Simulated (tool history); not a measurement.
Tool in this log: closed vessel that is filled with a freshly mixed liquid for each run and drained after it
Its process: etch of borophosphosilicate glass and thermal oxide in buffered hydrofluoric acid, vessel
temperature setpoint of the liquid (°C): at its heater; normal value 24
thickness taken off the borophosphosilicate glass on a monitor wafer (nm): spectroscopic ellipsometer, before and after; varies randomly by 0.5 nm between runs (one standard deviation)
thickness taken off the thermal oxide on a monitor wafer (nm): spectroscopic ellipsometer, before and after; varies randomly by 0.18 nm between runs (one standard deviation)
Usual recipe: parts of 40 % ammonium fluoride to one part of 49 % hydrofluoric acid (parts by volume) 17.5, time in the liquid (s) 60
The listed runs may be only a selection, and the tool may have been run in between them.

run	hour	temperature setpoint of the liquid (°C)	parts of 40 % ammonium fluoride to one part of 49 % hydrofluoric acid (parts by volume)	time in the liquid (s)	read-back film thickness of the borophosphosilicate glass reference wafer, read on the same gauge (nm)	read-back film thickness of the thermal oxide reference wafer, read on the same gauge (nm)	thickness taken off the borophosphosilicate glass on a monitor wafer (nm)	thickness taken off the thermal oxide on a monitor wafer (nm)
1	0	24	17.5	60	120.57	40.2	82.73	42.22
2	29.8	24	17.5	35	120.94	40.29	48.17	24.52
3	76.5	24	17.5	35	121.46	40.51	48.06	24.59
4	125	22.5	17.5	30	122.01	40.66	38.19	19.65
5	150.2	24	14.5	60	122.25	40.75	99.6	51.06
# hour 168: thermometer replaced
6	191	20	17.5	60	122.62	40.89	67.75	34.5
7	221	24	17.5	60	122.92	40.97	84.33	43.12
# hour 329.9: hydrofluoric acid flow meter replaced
8	436.4	24	17.5	85	124.32	41.45	120.46	61.48
9	497.1	22	17.5	60	124.65	41.56	76.15	38.84
10	523.1	24	17.5	60	124.79	41.61	84.99	43.34
11	548.7	21.5	17.5	45	124.89	41.66	56.19	28.59
12	616	24	17.5	60	125.16	41.73	85.15	43.56
13	814.1	27	17.5	30	125.8	41.91	50.53	25.76
14	844	27	14.5	80	125.81	41.94	162.11	82.64
15	874.8	26	23.5	30	125.91	41.97	37.38	19.27
# hour 907.6: hydrofluoric acid flow meter replaced
16	938.2	25.5	17.5	60	126.06	42.02	92.41	47.48
17	969.8	24	17.5	60	126.12	42.02	86.24	43.97
18	999.8	24	17.5	60	126.15	42.05	86.49	43.88
19	1063.5	24	17.5	60	126.28	42.09	86.07	44.15
20	1119	21.5	17.5	60	126.34	42.12	75.11	38.62
# hour 1148.9: thermometer replaced
21	1164.8	20.5	17.5	90	126.42	42.13	107.11	54.59
# hour 1213.2: gauge calibrated
22	1225.9	24	17.5	60	119.85	39.96	81.65	41.96
23	1270.9	27	13	60	120.48	40.14	130.94	66.45
24	1303.9	28.5	20.5	60	120.89	40.3	90.91	46.7
25	1330.4	24	17.5	60	121.21	40.38	82.72	42.16
26	1380.9	21	14.5	70	121.78	40.6	99.44	50.3

Below are 3 alternative next runs, each starting from the tool's condition after run 26. Predict each:
A	1381.6	24	17.5	60	?	?	?	?
B	1381.6	27	17.5	60	?	?	?	?
C	1381.6	19	15.5	30	?	?	?	?

run	read-back film thickness of the borophosphosilicate glass reference wafer, read on the same gauge (nm)	read-back film thickness of the thermal oxide reference wafer, read on the same gauge (nm)	thickness taken off the borophosphosilicate glass on a monitor wafer (nm)	thickness taken off the thermal oxide on a monitor wafer (nm)
A	121.82	40.61	82.56	42.65
B	121.82	40.61	96.97	50.18
C	121.82	40.61	35.36	18.2
What these runs would have given with no unlogged condition in the tool:
run	thickness taken off the borophosphosilicate glass on a monitor wafer (nm)	thickness taken off the thermal oxide on a monitor wafer (nm)
A	81.34	42.02
B	95.54	49.43
C	34.84	17.94

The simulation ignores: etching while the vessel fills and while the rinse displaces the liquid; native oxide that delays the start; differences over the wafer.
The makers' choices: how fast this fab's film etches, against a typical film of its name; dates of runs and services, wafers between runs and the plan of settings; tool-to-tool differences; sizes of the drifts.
